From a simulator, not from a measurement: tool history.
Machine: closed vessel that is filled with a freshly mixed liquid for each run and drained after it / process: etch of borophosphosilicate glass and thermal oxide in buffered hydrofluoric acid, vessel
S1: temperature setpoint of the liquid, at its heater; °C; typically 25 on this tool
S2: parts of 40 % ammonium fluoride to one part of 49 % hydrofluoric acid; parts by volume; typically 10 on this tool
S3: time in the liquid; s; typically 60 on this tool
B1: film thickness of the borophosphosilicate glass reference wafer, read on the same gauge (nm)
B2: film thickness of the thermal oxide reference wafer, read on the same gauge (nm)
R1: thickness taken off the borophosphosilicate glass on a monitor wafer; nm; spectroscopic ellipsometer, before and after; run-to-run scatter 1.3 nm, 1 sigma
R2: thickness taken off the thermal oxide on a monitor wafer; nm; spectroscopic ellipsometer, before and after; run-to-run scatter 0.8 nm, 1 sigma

run,hour,S1,S2,S3,B1,B2,R1,R2
1,0,25,10,60,60,39.98,176.87,82.06
2,100.7,21.5,10,60,60.02,39.99,147.48,69.2
3,183.7,21.5,10,60,60,40,148.11,67.97
4,263.6,21.5,10,60,59.98,40,147.61,67.9
5,573.8,23,10,75,59.95,40.01,199.94,91.26
6,680.3,23,10,75,59.99,40,200.35,92.34
7,725.9,23,10,75,59.98,40,197.5,91.58
# hour 754.8: gauge calibrated
8,802.5,25,10,80,59.98,40.01,231.15,107.92
9,886.1,25,10,80,59.98,40.01,236.1,106.97
10,993.2,25,10,60,59.99,40,175.43,80.28
11,1070.3,25,10,60,60.01,40.01,176.51,80.21
12,1176.5,29,8,60,59.98,39.99,264.16,120.64
13,1222.3,25,6.5,90,60.01,39.99,392.04,180.22
14,1322.1,22.5,6.5,40,60,39.99,153.68,69.81
15,1389,25,10,60,59.99,40,174.31,81.11
# hour 1432.6: hydrofluoric acid flow meter replaced
# hour 1453.5: thermometer replaced
16,1454.2,25,10,60,60.01,40,179.27,82.41

Run 17 comes next. What will it give?
17,1513.7,29,13,70,?,?,?,?

B1: 60.02
B2: 40.03
R1: 197.19 nm
R2: 91.22 nm
Take away the tool's hidden state, keep the run-to-run variation as it was, and the same run would have given R1 198.88 nm, R2 92 nm.
